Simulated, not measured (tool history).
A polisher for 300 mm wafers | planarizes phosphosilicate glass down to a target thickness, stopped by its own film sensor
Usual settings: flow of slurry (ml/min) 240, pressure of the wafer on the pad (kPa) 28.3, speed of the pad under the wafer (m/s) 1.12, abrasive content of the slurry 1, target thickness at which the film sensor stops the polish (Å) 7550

run	hour	flow of slurry (ml/min)	pressure of the wafer on the pad (kPa)	speed of the pad under the wafer (m/s)	abrasive content of the slurry	target thickness at which the film sensor stops the polish (Å)	wafers since the last listed run	wafers polished on this pad	hours since the slurry nozzle was cleaned	hours since the head pressure was calibrated	hours since the slurry blender was calibrated	hours since the conditioning disc was replaced	incoming thickness of the incoming film, nm	time until the film sensor stopped the polish (s)
1	0	240	28.3	1.12	1	7550	0	456	94.7	1415.6	124.1	87.5	1654.5	68
2	8.5	240	28.3	1.12	1	7550	63	520	103.2	1424.1	132.6	96	1644.1	66.7
3	22.2	240	28.3	1.12	1	7550	102	623	116.9	1437.8	146.3	109.7	1633.3	66.6
# hour 24.4: head pressure recalibrated
4	28.4	240	31.7	1.12	1.15	7550	31	654	123.1	4	152.5	115.9	1637.2	57.6
5	38.7	240	28.3	1.12	1	7550	77	731	133.4	14.3	162.8	126.2	1661.8	69.7
# hour 45.1: worn pad replaced by a new one
6	47.4	240	28.3	1.12	1	7550	35	17	142.1	23	171.5	134.9	1629.6	66
7	61.5	240	28.3	1.12	1	7550	105	123	156.2	37.1	185.6	149	1665.9	68.9
8	73	240	28.3	0.82	1	5560	86	209	167.7	48.6	197.1	160.5	1638.5	97.7
9	80.7	240	28.3	0.82	1	5560	57	267	175.4	56.3	204.8	168.2	1675.6	102.4
10	94.9	240	28.3	1.12	1	7550	106	373	189.6	70.5	219	182.4	1633.9	68.9
11	111.6	270	21.4	1.46	1	5590	125	499	206.3	87.2	235.7	199.1	1633.9	94.2
# hour 121.8: slurry nozzle cleaned
12	126.4	185	22.8	1.38	1	4950	103	602	4.6	102	250.5	213.9	1630	97.7
13	133.5	240	25.5	1.12	1	7550	53	655	11.7	109.1	257.6	221	1677.8	78.6
# hour 146.7: slurry blender recalibrated
14	147.5	305	28.3	1.12	1	7550	90	746	25.7	123.1	0.8	235	1647.6	71.8
15	156.2	240	24.8	1.12	1	9090	65	811	34.4	131.8	9.5	243.7	1671	70.7
# hour 158.9: conditioning disc replaced and pad reconditioned
# hour 167.8: worn pad replaced by a new one
16	168.3	205	28.3	0.76	1	7550	45	3	46.5	143.9	21.6	9.4	1659.8	88
17	185.7	240	28.3	1.12	1	7550	130	134	63.9	161.3	39	26.8	1658.1	67.5
18	192.2	240	28.3	0.8	1	7550	48	182	70.4	167.8	45.5	33.3	1652.1	82.2
19	201.1	240	28.3	1.12	1	7550	66	249	79.3	176.7	54.4	42.2	1630	67.4
20	216.3	275	28.3	1.3	0.75	7550	114	363	94.5	191.9	69.6	57.4	1654.8	71.1
21	232.8	240	28.3	1.12	1	7550	123	487	111	208.4	86.1	73.9	1626.1	67.2
22	244.8	240	28.3	1.44	1	5650	90	577	123	220.4	98.1	85.9	1667.3	71.7
# hour 292.5: worn pad replaced by a new one
23	293	240	28.3	1.12	1	7550	331	3	171.2	268.6	146.3	134.1	1654.6	69
24	305.6	240	28.3	0.82	1	5560	94	98	183.8	281.2	158.9	146.7	1679.1	107.3
# hour 311.4: slurry nozzle cleaned
25	323.5	195	35.9	1	1	7550	126	225	12.1	299.1	176.8	164.6	1658.4	61.9

Forecast each of these 5 alternatives for the next run:
A	323.9	240	28.3	1.12	1	7550	3	228	12.5	299.5	177.2	165	1646.6	?
B	323.9	240	28.3	0.96	1	8900	3	228	12.5	299.5	177.2	165	1646.6	?
C	323.9	240	28.3	0.84	0.8	6760	3	228	12.5	299.5	177.2	165	1646.6	?
D	323.9	170	28.3	1.12	1	7550	3	228	12.5	299.5	177.2	165	1646.6	?
E	323.9	190	31.7	1.12	1	7550	3	228	12.5	299.5	177.2	165	1646.6	?

run	time until the film sensor stopped the polish (s)
A	70.9
B	65.7
C	102
D	73.2
E	65.2
Without the tool's hidden state the same runs would have given:
run	time until the film sensor stopped the polish (s)
A	68.1
B	63.3
C	98.6
D	70.3
E	62.3
